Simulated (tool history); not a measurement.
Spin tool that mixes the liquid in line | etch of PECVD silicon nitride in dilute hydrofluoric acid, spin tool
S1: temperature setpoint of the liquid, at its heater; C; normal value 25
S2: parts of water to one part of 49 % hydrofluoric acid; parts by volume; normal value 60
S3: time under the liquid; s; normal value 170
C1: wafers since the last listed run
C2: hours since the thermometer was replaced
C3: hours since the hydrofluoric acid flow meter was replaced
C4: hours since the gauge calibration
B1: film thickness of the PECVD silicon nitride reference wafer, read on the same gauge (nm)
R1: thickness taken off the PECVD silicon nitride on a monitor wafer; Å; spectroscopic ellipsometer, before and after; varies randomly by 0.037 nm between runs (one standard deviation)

run,hour,S1,S2,S3,C1,C2,C3,C4,B1,R1
1,0,25,60,170,0,581.1,390.7,3046.1,109.95,104.2
2,63.4,25,60,170,331,644.5,454.1,3109.5,109.97,104.4
3,141.3,25,60,115,407,722.4,532,3187.4,110,70.2
4,206.3,25,60,170,340,787.4,597,3252.4,110.01,103.5
# hour 255.5: hydrofluoric acid flow meter replaced
5,262.4,23.5,60,170,288,843.5,6.9,3308.5,110.01,93.8
6,469.1,23.5,60,170,1082,1050.2,213.6,3515.2,110,93.6
7,506.9,23.5,60,170,197,1088,251.4,3553,110,93
8,559.3,25,70,170,274,1140.4,303.8,3605.4,110.01,88.6
# hour 722: gauge calibrated
9,735.8,25,70,170,924,1316.9,480.3,13.8,110.01,87.6
10,805.8,28,60,170,366,1386.9,550.3,83.8,109.99,124.8
# hour 866.1: thermometer replaced
# hour 884.9: hydrofluoric acid flow meter replaced
11,887,28,60,170,414,20.9,2.1,165,109.99,121.3
12,968.6,28,60,170,427,102.5,83.7,246.6,110.05,121.3
13,1076.3,23,70,170,563,210.2,191.4,354.3,109.94,74.1
14,1113.3,27.5,80,80,193,247.2,228.4,391.3,109.99,41.1
15,1155.1,25,60,170,218,289,270.2,433.1,110.04,99.2
# hour 1427.2: thermometer replaced, repeated, since the last time left the tool worse
16,1437.2,25,60,105,1471,10,552.3,715.2,109.99,64.8
17,1536,25,60,170,517,108.8,651.1,814,110.01,104.7
# hour 1538.5: hydrofluoric acid flow meter replaced
18,1642.9,30,60,130,554,215.7,104.4,920.9,109.97,110.9
19,1701.1,25,85,170,304,273.9,162.6,979.1,110,73.7
20,1768.4,28,70,170,352,341.2,229.9,1046.4,109.95,108.8
21,1839.7,25,75,170,373,412.5,301.2,1117.7,110,83.5
22,1889.3,28,85,70,259,462.1,350.8,1167.3,110.01,37
23,1941.3,25,60,170,272,514.1,402.8,1219.3,109.96,104.4
24,2036.4,28.5,60,260,497,609.2,497.9,1314.4,109.96,199.1
25,2102.9,20.5,60,110,348,675.7,564.4,1380.9,110.02,49.5
# hour 2105.7: hydrofluoric acid flow meter replaced
26,2156.8,25,60,170,276,729.6,51.1,1434.8,109.98,102.6
27,2356.9,25,85,220,1047,929.7,251.2,1634.9,110.01,94.5
28,2453.1,29.5,30,170,503,1025.9,347.4,1731.1,110,273.2
29,2541.6,25,50,265,463,1114.4,435.9,1819.6,109.98,191.2
30,2615.2,23.5,70,170,385,1188,509.5,1893.2,109.98,79.6
31,2694.3,29,70,170,414,1267.1,588.6,1972.3,110.01,114.1
32,2793.1,25,60,170,517,1365.9,687.4,2071.1,110.02,101.9

What the log doesn't show, run by run:
hydrofluoric acid flow above the setpoint (%): 0 at every run
gauge reads high (%): 0 at every run
H1: liquid colder than its thermometer reads (K)
run,H1
1,0.206
2,0.226
3,0.251
4,0.271
5,0.289
6,0.355
7,0.367
8,0.383
9,0.439
10,0.461
11,0.906
12,0.931
13,0.965
14,0.977
15,0.99
16,0.0818
17,0.113
18,0.147
19,0.165
20,0.187
21,0.209
22,0.225
23,0.241
24,0.271
25,0.292
26,0.309
27,0.373
28,0.403
29,0.431
30,0.454
31,0.479
32,0.511

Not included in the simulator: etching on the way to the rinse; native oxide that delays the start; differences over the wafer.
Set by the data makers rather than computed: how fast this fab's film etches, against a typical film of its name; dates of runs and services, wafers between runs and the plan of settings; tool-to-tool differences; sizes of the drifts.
